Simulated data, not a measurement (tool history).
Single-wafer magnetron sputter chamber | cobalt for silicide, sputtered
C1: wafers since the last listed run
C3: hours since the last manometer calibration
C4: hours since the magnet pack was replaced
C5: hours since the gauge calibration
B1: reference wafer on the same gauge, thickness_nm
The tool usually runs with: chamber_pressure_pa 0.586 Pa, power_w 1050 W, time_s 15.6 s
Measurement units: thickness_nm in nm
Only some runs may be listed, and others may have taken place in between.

{"run": 1, "hour": 0.0, "chamber_pressure_pa": 0.586, "power_w": 950, "time_s": 15.6, "C1": 0, "wafers on the sputter target": 722, "C3": 1326.4, "C4": 5421.8, "C5": 77.9, "B1": 6.559, "thickness_nm": 6.76}
{"run": 2, "hour": 27.8, "chamber_pressure_pa": 0.586, "power_w": 950, "time_s": 15.6, "C1": 476, "wafers on the sputter target": 1199, "C3": 1354.2, "C4": 5449.6, "C5": 105.7, "B1": 6.558, "thickness_nm": 6.785}
{"run": 3, "hour": 46.1, "chamber_pressure_pa": 0.586, "power_w": 950, "time_s": 15.6, "C1": 313, "wafers on the sputter target": 1513, "C3": 1372.5, "C4": 5467.9, "C5": 124, "B1": 6.559, "thickness_nm": 6.741}
{"run": 4, "hour": 78.2, "chamber_pressure_pa": 0.586, "power_w": 1050, "time_s": 15.6, "C1": 550, "wafers on the sputter target": 2063, "C3": 1404.6, "C4": 5500, "C5": 156.1, "B1": 6.564, "thickness_nm": 7.433}
{"run": 5, "hour": 101.2, "chamber_pressure_pa": 0.586, "power_w": 1050, "time_s": 15.6, "C1": 394, "wafers on the sputter target": 2458, "C3": 1427.6, "C4": 5523, "C5": 179.1, "B1": 6.569, "thickness_nm": 7.354}
{"run": 6, "hour": 116.9, "chamber_pressure_pa": 0.586, "power_w": 1050, "time_s": 15.6, "C1": 269, "wafers on the sputter target": 2727, "C3": 1443.3, "C4": 5538.7, "C5": 194.8, "B1": 6.553, "thickness_nm": 7.332}
{"hour": 189.8, "done": "sputter target and shields replaced"}
{"hour": 195.1, "done": "magnet pack replaced"}
{"run": 7, "hour": 209.6, "chamber_pressure_pa": 0.586, "power_w": 1050, "time_s": 15.6, "C1": 1362, "wafers on the sputter target": 249, "C3": 1536, "C4": 14.5, "C5": 287.5, "B1": 6.552, "thickness_nm": 7.593}
{"run": 8, "hour": 250.8, "chamber_pressure_pa": 0.586, "power_w": 1050, "time_s": 15.6, "C1": 706, "wafers on the sputter target": 956, "C3": 1577.2, "C4": 55.7, "C5": 328.7, "B1": 6.548, "thickness_nm": 7.563}
{"run": 9, "hour": 279.2, "chamber_pressure_pa": 0.586, "power_w": 1050, "time_s": 15.6, "C1": 487, "wafers on the sputter target": 1443, "C3": 1605.6, "C4": 84.1, "C5": 357.1, "B1": 6.55, "thickness_nm": 7.502}
{"run": 10, "hour": 293.4, "chamber_pressure_pa": 0.586, "power_w": 1050, "time_s": 15.6, "C1": 243, "wafers on the sputter target": 1687, "C3": 1619.8, "C4": 98.3, "C5": 371.3, "B1": 6.56, "thickness_nm": 7.493}
{"run": 11, "hour": 306.5, "chamber_pressure_pa": 0.586, "power_w": 1050, "time_s": 15.6, "C1": 224, "wafers on the sputter target": 1912, "C3": 1632.9, "C4": 111.4, "C5": 384.4, "B1": 6.565, "thickness_nm": 7.541}
{"run": 12, "hour": 320.7, "chamber_pressure_pa": 0.586, "power_w": 1050, "time_s": 15.6, "C1": 243, "wafers on the sputter target": 2155, "C3": 1647.1, "C4": 125.6, "C5": 398.6, "B1": 6.567, "thickness_nm": 7.523}
{"run": 13, "hour": 348.1, "chamber_pressure_pa": 0.661, "power_w": 1050, "time_s": 18, "C1": 470, "wafers on the sputter target": 2625, "C3": 1674.5, "C4": 153, "C5": 426, "B1": 6.563, "thickness_nm": 8.377}
{"run": 14, "hour": 368.1, "chamber_pressure_pa": 0.586, "power_w": 1050, "time_s": 15.6, "C1": 343, "wafers on the sputter target": 2968, "C3": 1694.5, "C4": 173, "C5": 446, "B1": 6.568, "thickness_nm": 7.344}
{"hour": 384.3, "done": "gauge calibrated"}
{"run": 15, "hour": 387.9, "chamber_pressure_pa": 0.712, "power_w": 950, "time_s": 12.6, "C1": 339, "wafers on the sputter target": 3308, "C3": 1714.3, "C4": 192.8, "C5": 3.6, "B1": 6.558, "thickness_nm": 5.204}
{"run": 16, "hour": 406.8, "chamber_pressure_pa": 0.52, "power_w": 1250, "time_s": 14.8, "C1": 324, "wafers on the sputter target": 3632, "C3": 1733.2, "C4": 211.7, "C5": 22.5, "B1": 6.568, "thickness_nm": 8.326}
{"run": 17, "hour": 421.6, "chamber_pressure_pa": 0.586, "power_w": 1300, "time_s": 17.6, "C1": 253, "wafers on the sputter target": 3886, "C3": 1748, "C4": 226.5, "C5": 37.3, "B1": 6.553, "thickness_nm": 10.059}
{"run": 18, "hour": 455.2, "chamber_pressure_pa": 0.372, "power_w": 1050, "time_s": 15.6, "C1": 576, "wafers on the sputter target": 4463, "C3": 1781.6, "C4": 260.1, "C5": 70.9, "B1": 6.559, "thickness_nm": 7.562}
{"hour": 471.8, "done": "sputter target and shields replaced"}
{"hour": 483.5, "done": "capacitance manometer re-zeroed and calibrated"}
{"run": 19, "hour": 484.0, "chamber_pressure_pa": 0.362, "power_w": 850, "time_s": 17.9, "C1": 219, "wafers on the sputter target": 72, "C3": 0.5, "C4": 288.9, "C5": 99.7, "B1": 6.561, "thickness_nm": 7.456}
{"run": 20, "hour": 507.3, "chamber_pressure_pa": 0.429, "power_w": 1250, "time_s": 14.7, "C1": 399, "wafers on the sputter target": 472, "C3": 23.8, "C4": 312.2, "C5": 123, "B1": 6.564, "thickness_nm": 8.73}
{"run": 21, "hour": 524.8, "chamber_pressure_pa": 0.437, "power_w": 1200, "time_s": 15.6, "C1": 300, "wafers on the sputter target": 772, "C3": 41.3, "C4": 329.7, "C5": 140.5, "B1": 6.567, "thickness_nm": 9.013}
{"run": 22, "hour": 552.1, "chamber_pressure_pa": 0.364, "power_w": 1050, "time_s": 18.3, "C1": 468, "wafers on the sputter target": 1241, "C3": 68.6, "C4": 357, "C5": 167.8, "B1": 6.555, "thickness_nm": 9.4}
{"run": 23, "hour": 567.9, "chamber_pressure_pa": 0.586, "power_w": 1050, "time_s": 15.6, "C1": 271, "wafers on the sputter target": 1512, "C3": 84.4, "C4": 372.8, "C5": 183.6, "B1": 6.559, "thickness_nm": 7.489}
{"run": 24, "hour": 596.9, "chamber_pressure_pa": 0.586, "power_w": 1050, "time_s": 15.6, "C1": 497, "wafers on the sputter target": 2009, "C3": 113.4, "C4": 401.8, "C5": 212.6, "B1": 6.572, "thickness_nm": 7.484}
{"run": 25, "hour": 619.7, "chamber_pressure_pa": 0.586, "power_w": 1050, "time_s": 15.6, "C1": 391, "wafers on the sputter target": 2401, "C3": 136.2, "C4": 424.6, "C5": 235.4, "B1": 6.556, "thickness_nm": 7.457}

Each row is a separate what-if for the run after 25, all from the same tool condition, not one after another. Results?
{"run": "A", "hour": 620.1, "chamber_pressure_pa": 0.647, "power_w": 1050, "time_s": 15.6, "C1": 6, "wafers on the sputter target": 2407, "C3": 136.6, "C4": 425, "C5": 235.8, "B1": "?", "thickness_nm": "?"}
{"run": "B", "hour": 620.1, "chamber_pressure_pa": 0.377, "power_w": 1050, "time_s": 12.8, "C1": 6, "wafers on the sputter target": 2407, "C3": 136.6, "C4": 425, "C5": 235.8, "B1": "?", "thickness_nm": "?"}
{"run": "C", "hour": 620.1, "chamber_pressure_pa": 0.586, "power_w": 850, "time_s": 14.3, "C1": 6, "wafers on the sputter target": 2407, "C3": 136.6, "C4": 425, "C5": 235.8, "B1": "?", "thickness_nm": "?"}
{"run": "D", "hour": 620.1, "chamber_pressure_pa": 0.505, "power_w": 1050, "time_s": 16.9, "C1": 6, "wafers on the sputter target": 2407, "C3": 136.6, "C4": 425, "C5": 235.8, "B1": "?", "thickness_nm": "?"}

run=A B1=6.566 thickness_nm=7.297
run=B B1=6.566 thickness_nm=6.412
run=C B1=6.566 thickness_nm=5.499
run=D B1=6.566 thickness_nm=8.194
Had the tool no hidden state, the same runs would have come out as:
run=A thickness_nm=7.456
run=B thickness_nm=6.552
run=C thickness_nm=5.619
run=D thickness_nm=8.373
